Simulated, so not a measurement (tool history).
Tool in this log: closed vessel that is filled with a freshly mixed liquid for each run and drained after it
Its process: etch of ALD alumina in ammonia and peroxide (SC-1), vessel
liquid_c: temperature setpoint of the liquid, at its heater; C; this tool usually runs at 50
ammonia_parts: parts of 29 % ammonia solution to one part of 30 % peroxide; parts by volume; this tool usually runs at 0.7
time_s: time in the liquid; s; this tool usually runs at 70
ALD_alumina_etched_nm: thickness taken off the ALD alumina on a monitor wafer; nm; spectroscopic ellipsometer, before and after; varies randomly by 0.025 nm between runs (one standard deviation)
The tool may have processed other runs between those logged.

| run | day | liquid_c | ammonia_parts | time_s | read-back film thickness of the ALD alumina reference wafer, read on the same gauge (nm) | ALD_alumina_etched_nm |
|---|---|---|---|---|---|---|
| 1 | 0 | 43 | 0.7 | 100 | 40.02 | 5.061 |
| 2 | 2.196 | 43 | 0.7 | 100 | 39.989 | 5.05 |
| 3 | 3.671 | 43 | 0.7 | 100 | 39.99 | 5.012 |
| 4 | 5.442 | 50 | 0.7 | 70 | 40.009 | 5.267 |
| 5 | 6.983 | 50 | 0.7 | 70 | 40.019 | 5.202 |
| 6 | 8.046 | 50 | 0.6 | 95 | 40 | 7.015 |
| 7 | 9.788 | 50 | 0.6 | 95 | 40.004 | 7.014 |
| 8 | 12.388 | 50 | 0.6 | 95 | 39.991 | 7.076 |
| 9 | 14.283 | 50 | 1.05 | 70 | 40.007 | 5.445 |
| 10 | 17.775 | 50 | 0.7 | 70 | 40.008 | 5.201 |
|  | 19.862 | ammonia flow meter replaced |
|  | 21.071 | gauge calibrated |
| 11 | 23.125 | 59.5 | 0.9 | 85 | 39.997 | 10.848 |
|  | 23.9 | new drum of ammonia solution connected |
| 12 | 25.9 | 53 | 0.7 | 40 | 39.99 | 3.531 |
| 13 | 28.588 | 40.5 | 0.95 | 70 | 40.005 | 3.123 |
|  | 31.112 | thermometer replaced |
| 14 | 31.312 | 46 | 0.7 | 100 | 39.943 | 6.005 |
| 15 | 33.85 | 56.5 | 0.5 | 70 | 40.001 | 7.222 |
| 16 | 35.021 | 57 | 0.7 | 70 | 40.014 | 7.619 |
| 17 | 37.2 | 44.5 | 0.7 | 55 | 40.017 | 3.039 |
| 18 | 39.158 | 42 | 0.4 | 70 | 39.992 | 3.163 |
| 19 | 45.8 | 50 | 0.7 | 70 | 39.983 | 5.249 |
| 20 | 47.771 | 40.5 | 0.7 | 50 | 39.965 | 2.203 |
| 21 | 49.558 | 58.5 | 1 | 45 | 39.999 | 5.538 |
| 22 | 51.25 | 50 | 0.7 | 70 | 40.016 | 5.268 |
| 23 | 53.608 | 50 | 0.85 | 70 | 39.986 | 5.36 |
| 24 | 54.667 | 50 | 0.7 | 70 | 39.98 | 5.239 |
| 25 | 55.988 | 50 | 0.5 | 70 | 39.948 | 5.067 |
| 26 | 58.708 | 57 | 0.8 | 105 | 40.008 | 11.65 |
|  | 59.808 | ammonia flow meter replaced |
| 27 | 61.083 | 57 | 0.7 | 105 | 39.989 | 11.459 |
|  | 62.238 | new drum of ammonia solution connected |
| 28 | 63.825 | 46 | 0.7 | 100 | 40.032 | 6.02 |
| 29 | 66.079 | 50 | 0.9 | 105 | 40.017 | 8.066 |

Branching from run 29: 4 alternative next runs. What would each branch give?
| A | 66.108 | 50 | 0.7 | 80 | ? | ? |
| B | 66.108 | 44 | 0.35 | 45 | ? | ? |
| C | 66.108 | 44.5 | 0.7 | 85 | ? | ? |
| D | 66.108 | 41 | 0.35 | 70 | ? | ? |

| run | read-back film thickness of the ALD alumina reference wafer, read on the same gauge (nm) | ALD_alumina_etched_nm |
|---|---|---|
| A | 39.985 | 5.991 |
| B | 39.985 | 2.253 |
| C | 39.985 | 4.677 |
| D | 39.985 | 2.945 |
Take away the tool's hidden state, keep each run's random variation, and the runs would have read:
| run | ALD_alumina_etched_nm |
|---|---|
| A | 5.991 |
| B | 2.253 |
| C | 4.677 |
| D | 2.945 |

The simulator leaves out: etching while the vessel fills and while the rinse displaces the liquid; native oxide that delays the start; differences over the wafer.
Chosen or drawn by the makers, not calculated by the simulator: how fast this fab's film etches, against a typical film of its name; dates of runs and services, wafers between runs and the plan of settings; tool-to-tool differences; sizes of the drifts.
